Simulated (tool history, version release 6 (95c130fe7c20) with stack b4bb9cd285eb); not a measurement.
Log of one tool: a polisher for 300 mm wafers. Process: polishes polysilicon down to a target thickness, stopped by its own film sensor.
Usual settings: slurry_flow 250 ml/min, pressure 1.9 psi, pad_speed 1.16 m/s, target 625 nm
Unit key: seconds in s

| run | hour | slurry_flow | pressure | pad_speed | target | wafers since the last listed run | wafers polished on this pad | hours since the slurry nozzle was cleaned | hours since the head pressure was calibrated | incoming thickness of the incoming film, nm | seconds |
|---|---|---|---|---|---|---|---|---|---|---|---|
| 1 | 0.0 | 250 | 1.7 | 1.16 | 625 | 0 | 175 | 68.8 | 34.2 | 1143.1 | 73.0 |
|  | 50.8 | worn pad replaced by a new one |
| 2 | 54.4 | 250 | 1.7 | 1.16 | 625 | 525 | 37 | 123.2 | 88.6 | 1106.4 | 68.3 |
| 3 | 88.3 | 250 | 1.9 | 1.16 | 625 | 353 | 391 | 157.1 | 122.5 | 1141.3 | 67.5 |
|  | 120.9 | worn pad replaced by a new one |
| 4 | 121.4 | 250 | 1.9 | 1.16 | 625 | 303 | 4 | 190.2 | 155.6 | 1110.9 | 63.6 |
| 5 | 147.0 | 250 | 1.9 | 1.16 | 625 | 266 | 271 | 215.8 | 181.2 | 1147.3 | 69.4 |
| 6 | 173.8 | 250 | 1.9 | 1.16 | 625 | 279 | 550 | 242.6 | 208.0 | 1148.4 | 69.4 |
|  | 187.2 | worn pad replaced by a new one |
| 7 | 199.0 | 250 | 1.9 | 1.16 | 625 | 220 | 122 | 267.8 | 233.2 | 1112.5 | 65.3 |
|  | 206.9 | slurry nozzle cleaned |
| 8 | 213.1 | 200 | 2.2 | 1.16 | 625 | 136 | 259 | 6.2 | 247.3 | 1127.1 | 59.9 |
| 9 | 227.9 | 280 | 1.4 | 1.54 | 732 | 154 | 413 | 21.0 | 262.1 | 1118.1 | 48.0 |
| 10 | 247.6 | 305 | 2.5 | 1.30 | 502 | 205 | 618 | 40.7 | 281.8 | 1132.6 | 59.8 |
|  | 253.0 | worn pad replaced by a new one |
|  | 281.7 | head pressure recalibrated |
| 11 | 282.2 | 250 | 2.3 | 1.16 | 625 | 298 | 283 | 75.3 | 0.5 | 1135.6 | 57.6 |
| 12 | 303.3 | 305 | 1.9 | 0.84 | 719 | 219 | 503 | 96.4 | 21.6 | 1132.9 | 65.6 |
|  | 319.7 | worn pad replaced by a new one |
| 13 | 321.4 | 335 | 1.3 | 0.94 | 578 | 146 | 18 | 114.5 | 39.7 | 1151.2 | 113.3 |
| 14 | 352.6 | 250 | 1.9 | 1.16 | 625 | 325 | 343 | 145.7 | 70.9 | 1142.3 | 66.7 |

Forecast each of these 4 alternatives for the next run:
| A | 353.0 | 250 | 1.5 | 1.16 | 625 | 4 | 347 | 146.1 | 71.3 | 1128.5 | ? |
| B | 353.0 | 340 | 1.3 | 1.48 | 625 | 4 | 347 | 146.1 | 71.3 | 1128.5 | ? |
| C | 353.0 | 250 | 1.9 | 0.94 | 695 | 4 | 347 | 146.1 | 71.3 | 1128.5 | ? |
| D | 353.0 | 170 | 1.3 | 0.76 | 625 | 4 | 347 | 146.1 | 71.3 | 1128.5 | ? |

| run | seconds |
|---|---|
| A | 78.7 |
| B | 69.5 |
| C | 66.9 |
| D | 124.0 |
Without the tool's hidden state the same runs would have given:
| run | seconds |
|---|---|
| A | 77.9 |
| B | 69.0 |
| C | 66.3 |
| D | 122.4 |

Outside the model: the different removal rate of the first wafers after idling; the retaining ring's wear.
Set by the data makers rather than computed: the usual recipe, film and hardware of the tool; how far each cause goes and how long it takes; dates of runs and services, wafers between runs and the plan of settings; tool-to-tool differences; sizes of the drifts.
